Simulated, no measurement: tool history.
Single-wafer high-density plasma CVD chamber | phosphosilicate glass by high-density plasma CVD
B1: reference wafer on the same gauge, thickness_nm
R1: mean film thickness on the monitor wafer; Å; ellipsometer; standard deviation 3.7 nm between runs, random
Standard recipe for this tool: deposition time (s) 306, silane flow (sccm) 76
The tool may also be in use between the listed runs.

Run 1, hour 0.0: usual settings; B1 2229.916. Result: R1 24481.67 Å.
Run 2, hour 16.4: usual settings; B1 2229.688. Result: R1 24596.31 Å.
Run 3, hour 30.4: usual settings; B1 2229.813. Result: R1 24559.29 Å.
Run 4, hour 40.8: usual settings but silane flow (sccm) 87; B1 2229.995. Result: R1 26465.86 Å.
Run 5, hour 54.5: usual settings but silane flow (sccm) 87; B1 2229.886. Result: R1 26437.53 Å.
Run 6, hour 63.5: usual settings but deposition time (s) 349; B1 2230.972. Result: R1 27980.42 Å.
Run 7, hour 79.2: usual settings but deposition time (s) 291, silane flow (sccm) 67; B1 2230.026. Result: R1 21888.50 Å.
Run 8, hour 86.5: usual settings but deposition time (s) 284; B1 2230.147. Result: R1 22805.22 Å.
Run 9, hour 97.0: usual settings but deposition time (s) 284; B1 2229.913. Result: R1 22850.22 Å.
Run 10, hour 108.0: usual settings; B1 2230.313. Result: R1 24596.15 Å.
Run 11, hour 118.6: usual settings but silane flow (sccm) 88; B1 2231.111. Result: R1 26649.93 Å.
Run 12, hour 144.2: usual settings but silane flow (sccm) 88; B1 2229.476. Result: R1 26593.68 Å.
Run 13, hour 153.7: usual settings but silane flow (sccm) 88; B1 2229.982. Result: R1 26655.06 Å.
At hour 194.1: gauge calibrated.
Run 14, hour 194.7: usual settings; B1 2230.234. Result: R1 24598.75 Å.
Run 15, hour 207.5: usual settings but silane flow (sccm) 65; B1 2229.026. Result: R1 22682.17 Å.
Run 16, hour 221.2: usual settings but deposition time (s) 355, silane flow (sccm) 88; B1 2230.994. Result: R1 30872.67 Å.
At hour 230.2: silane flow controller replaced.
Run 17, hour 236.5: usual settings but deposition time (s) 273, silane flow (sccm) 89; B1 2229.439. Result: R1 23885.82 Å.
Run 18, hour 243.7: usual settings but deposition time (s) 331, silane flow (sccm) 70; B1 2231.450. Result: R1 25467.86 Å.

What will run 19 give?
Run 19, hour 253.8: usual settings; B1 ?. Result: R1 ?.

B1: 2229.707
R1: 24526.58 Å
Were there no unlogged condition in the tool, this run, its random variation unchanged, would have produced R1 24526.58 Å.
